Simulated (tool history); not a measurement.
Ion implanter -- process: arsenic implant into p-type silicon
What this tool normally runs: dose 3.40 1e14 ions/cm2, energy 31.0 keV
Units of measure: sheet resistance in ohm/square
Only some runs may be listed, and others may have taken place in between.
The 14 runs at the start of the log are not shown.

run     day  dose  energy  wafers since the last listed run  hours since the last dose calibration  hours since the extraction supply was calibrated  hours since the gauge calibration  read-back reference wafer on the same gauge, sheet resistance  sheet resistance
 15  13.975  3.89    38.0                               476                                  603.2                                            2092.9                              867.9                                                         256.07            245.45
 16  15.071  2.61    31.0                               486                                  629.5                                            2119.2                              894.2                                                         256.11            343.95
 17  15.829  4.25    37.0                               336                                  647.7                                            2137.4                              912.4                                                         256.01            231.07
     16.638  -- extraction supply calibrated
 18  16.933  3.40    31.0                               342                                  674.2                                               7.1                              938.9                                                         256.07            282.00
 19  18.062  3.02    20.5                               500                                  701.3                                              34.2                              966.0                                                         255.94            324.21
 20  19.558  4.31    36.5                               663                                  737.2                                              70.1                             1001.9                                                         255.94            229.53
     20.633  -- gauge calibrated
 21  20.654  3.40    38.0                               486                                  763.5                                              96.4                                0.5                                                         256.15            273.47
 22  21.562  3.92    39.5                               403                                  785.3                                             118.2                               22.3                                                         256.13            242.50
 23  22.092  2.74    31.0                               234                                  798.0                                             130.9                               35.0                                                         256.05            331.25
 24  23.471  3.40    31.0                               611                                  831.1                                             164.0                               68.1                                                         255.88            280.32
     24.867  -- Faraday cup replaced and dose calibrated
 25  24.933  3.40    31.0                               500                                    1.6                                             199.1                              103.2                                                         256.18            282.40
 26  25.646  2.98    31.0                               316                                   18.7                                             216.2                              120.3                                                         256.12            309.30
 27  26.421  2.51    34.5                               343                                   37.3                                             234.8                              138.9                                                         255.99            347.20
 28  27.138  3.40    23.5                               317                                   54.5                                             252.0                              156.1                                                         255.85            289.05
 29  27.917  3.98    21.0                               345                                   73.2                                             270.7                              174.8                                                         256.17            260.11
 30  29.121  2.99    37.0                               534                                  102.1                                             299.6                              203.7                                                         256.12            301.83
 31  30.458  4.39    39.5                               593                                  134.2                                             331.7                              235.8                                                         256.00            222.99
 32  31.046  3.91    37.5                               260                                  148.3                                             345.8                              249.9                                                         255.64            244.93
 33  31.971  3.40    31.0                               410                                  170.5                                             368.0                              272.1                                                         256.20            280.50
 34  33.171  4.06    20.5                               532                                  199.3                                             396.8                              300.9                                                         255.79            256.82
 35  34.504  2.92    25.0                               591                                  231.3                                             428.8                              332.9                                                         256.14            322.96
 36  35.262  4.34    31.0                               336                                  249.5                                             447.0                              351.1                                                         256.11            231.58
 37  36.450  3.97    31.0                               526                                  278.0                                             475.5                              379.6                                                         255.74            246.54
 38  37.667  3.40    36.0                               539                                  307.2                                             504.7                              408.8                                                         256.16            273.26

Predict each of these 3 candidate next runs independently; none follows another, all start after run 38:
  A  37.683  3.40    31.0                                 7                                  307.6                                             505.1                              409.2                                                              ?                 ?
  B  37.683  3.88    36.5                                 7                                  307.6                                             505.1                              409.2                                                              ?                 ?
  C  37.683  2.74    37.5                                 7                                  307.6                                             505.1                              409.2                                                              ?                 ?

run  read-back reference wafer on the same gauge, sheet resistance  sheet resistance
  A                                                         256.07            281.16
  B                                                         256.07            248.65
  C                                                         256.07            323.18
With the hidden condition removed and each run's random variation left untouched, the same runs would have given:
run  sheet resistance
  A            281.16
  B            248.65
  C            323.18

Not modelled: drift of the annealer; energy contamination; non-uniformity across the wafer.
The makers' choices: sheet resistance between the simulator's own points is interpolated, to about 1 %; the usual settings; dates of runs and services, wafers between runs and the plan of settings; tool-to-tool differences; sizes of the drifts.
